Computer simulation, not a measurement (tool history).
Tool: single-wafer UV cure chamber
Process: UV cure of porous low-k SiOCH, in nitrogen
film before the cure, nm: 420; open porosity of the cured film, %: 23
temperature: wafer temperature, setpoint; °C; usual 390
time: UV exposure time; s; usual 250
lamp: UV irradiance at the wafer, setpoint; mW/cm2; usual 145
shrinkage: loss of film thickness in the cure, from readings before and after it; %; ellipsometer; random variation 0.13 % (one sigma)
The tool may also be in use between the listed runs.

Run 1, hour 0.0: usual settings. Result: shrinkage 10.782 %.
Run 2, hour 8.3: usual settings. Result: shrinkage 10.943 %.
Run 3, hour 14.9: usual settings. Result: shrinkage 11.016 %.
Run 4, hour 22.7: usual settings. Result: shrinkage 10.981 %.
Run 5, hour 39.6: usual settings. Result: shrinkage 10.806 %.
Run 6, hour 48.4: usual settings. Result: shrinkage 10.670 %.
Run 7, hour 64.0: usual settings but lamp 176 mW/cm2. Result: shrinkage 11.679 %.
Run 8, hour 76.3: usual settings but lamp 176 mW/cm2. Result: shrinkage 11.801 %.
Run 9, hour 105.1: usual settings but lamp 176 mW/cm2. Result: shrinkage 11.835 %.
Run 10, hour 116.9: usual settings. Result: shrinkage 10.879 %.
Run 11, hour 126.1: usual settings. Result: shrinkage 10.907 %.
Run 12, hour 140.8: usual settings but temperature 405 °C, time 115 s. Result: shrinkage 7.796 %.
Run 13, hour 158.1: usual settings but temperature 399 °C, time 125 s, lamp 126 mW/cm2. Result: shrinkage 7.663 %.
Run 14, hour 182.6: usual settings but lamp 185 mW/cm2. Result: shrinkage 11.893 %.
Run 15, hour 191.7: usual settings but temperature 397 °C, time 195 s. Result: shrinkage 9.781 %.
Run 16, hour 200.2: usual settings. Result: shrinkage 10.928 %.
Run 17, hour 214.1: usual settings but temperature 396 °C, time 345 s. Result: shrinkage 12.257 %.
Run 18, hour 230.6: usual settings. Result: shrinkage 10.746 %.
Run 19, hour 238.7: usual settings. Result: shrinkage 10.737 %.
Run 20, hour 261.5: usual settings but time 160 s, lamp 174 mW/cm2. Result: shrinkage 11.688 %.
Run 21, hour 271.0: usual settings but temperature 396 °C, time 375 s, lamp 128 mW/cm2. Result: shrinkage 14.136 %.
Run 22, hour 317.8: usual settings but temperature 377 °C, time 170 s, lamp 180 mW/cm2. Result: shrinkage 11.630 %.

Taken out of this log: 2 entries between the listed runs. Where each belongs, and how the hidden state differs across it:
Between runs 13 and 14: quartz window cleaned (hour 182.1)
  lamp output below its setpoint, %: 39.1 -> 39.2
  measured less the result without the state, shrinkage: -2.077 -> -2.265 %
Between runs 19 and 20: UV bulbs replaced (hour 247.0)
  lamp output below its setpoint, %: 39.4 -> 3.7
  measured less the result without the state, shrinkage: -2.219 -> -0.168 %
